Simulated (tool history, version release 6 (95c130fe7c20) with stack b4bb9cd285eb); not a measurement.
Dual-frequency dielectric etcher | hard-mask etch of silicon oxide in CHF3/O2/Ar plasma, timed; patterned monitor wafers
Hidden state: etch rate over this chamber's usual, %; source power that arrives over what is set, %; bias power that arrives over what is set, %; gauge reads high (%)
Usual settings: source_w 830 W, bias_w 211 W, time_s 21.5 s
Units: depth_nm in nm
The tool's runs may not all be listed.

run     day  source_w  bias_w  time_s  wafers since the last listed run  hours since the last wet clean  hours since the last source power generator calibration  hours since the last bias power generator calibration  hours since the last upper electrode change  hours since the gauge calibration  read-back reference wafer on the same gauge, depth_nm  depth_nm
  1       0       890     211    21.5                                 0                           528.6                                                   1519.5                                                 2991.9                                       4610.5                                173                                                   62.5      59.4
  2   1.342       830     211    21.5                               512                           560.8                                                   1551.7                                                 3024.1                                       4642.7                              205.2                                                   62.5      56.8
  3   2.396       830     211    21.5                               403                           586.1                                                     1577                                                 3049.4                                         4668                              230.5                                                   62.5      57.1
  4       4       830     211    21.5                               613                           624.6                                                   1615.5                                                 3087.9                                       4706.5                                269                                                   62.6      57.3
  5   4.525       980     211    21.5                               200                           637.2                                                   1628.1                                                 3100.5                                       4719.1                              281.6                                                   62.5      63.1
  6   5.712       980     211    21.5                               453                           665.7                                                   1656.6                                                   3129                                       4747.6                              310.1                                                   62.5        63
      6.267  -- bias power generator calibrated
      7.225  -- wet clean of the chamber
      7.342  -- source power generator calibrated
  7   7.362       830     231    21.5                               155                             3.3                                                      0.5                                                   26.3                                       4787.2                              349.7                                                   62.5      56.4
  8   7.379       830     211    21.5                                 6                             3.7                                                      0.9                                                   26.7                                       4787.6                              350.1                                                   62.5      55.4
  9   8.267       830     211    21.5                               339                              25                                                     22.2                                                     48                                       4808.9                              371.4                                                   62.5      55.4
 10   9.471       830     211    21.5                               460                            53.9                                                     51.1                                                   76.9                                       4837.8                              400.3                                                   62.5      55.5
 11  10.421       740     244    25.5                               363                            76.7                                                     73.9                                                   99.7                                       4860.6                              423.1                                                   62.5      62.8
 12  11.875      1020     195      17                               555                           111.6                                                    108.8                                                  134.6                                       4895.5                                458                                                   62.5      48.9
       13.7  -- gauge calibrated
      14.05  -- upper electrode replaced
 13  14.071       830     225    25.5                               457                           164.3                                                    161.5                                                  187.3                                          0.5                                8.9                                                   62.4      67.1
 14  14.408       830     211    21.5                               129                           172.4                                                    169.6                                                  195.4                                          8.6                                 17                                                   62.6      55.6
 15  15.488       710     262    21.5                               412                           198.3                                                    195.5                                                  221.3                                         34.5                               42.9                                                   62.5      52.8
 16  16.317       830     211      17                               316                           218.2                                                    215.4                                                  241.2                                         54.4                               62.8                                                   62.5      44.3
 17  17.175       830     211    24.5                               328                           238.8                                                      236                                                  261.8                                           75                               83.4                                                   62.6      63.7
 18  17.683       730     261      17                               194                             251                                                    248.2                                                    274                                         87.2                               95.6                                                   62.5      42.2
 19  18.979       890     196      26                               495                           282.1                                                    279.3                                                  305.1                                        118.3                              126.7                                                   62.5      70.1

Forecast each of these 3 alternatives for the next run:
  A  18.996       830     211    21.5                                 6                           282.5                                                    279.7                                                  305.5                                        118.7                              127.1                                                      ?         ?
  B  18.996       830     226      16                                 6                           282.5                                                    279.7                                                  305.5                                        118.7                              127.1                                                      ?         ?
  C  18.996       740     196      15                                 6                           282.5                                                    279.7                                                  305.5                                        118.7                              127.1                                                      ?         ?

run  read-back reference wafer on the same gauge, depth_nm  depth_nm
  A                                                   62.5      55.9
  B                                                   62.5      42.1
  C                                                   62.5      35.8
Without the tool's hidden state the same runs would have given:
run  depth_nm
  A      55.4
  B      41.7
  C      35.5
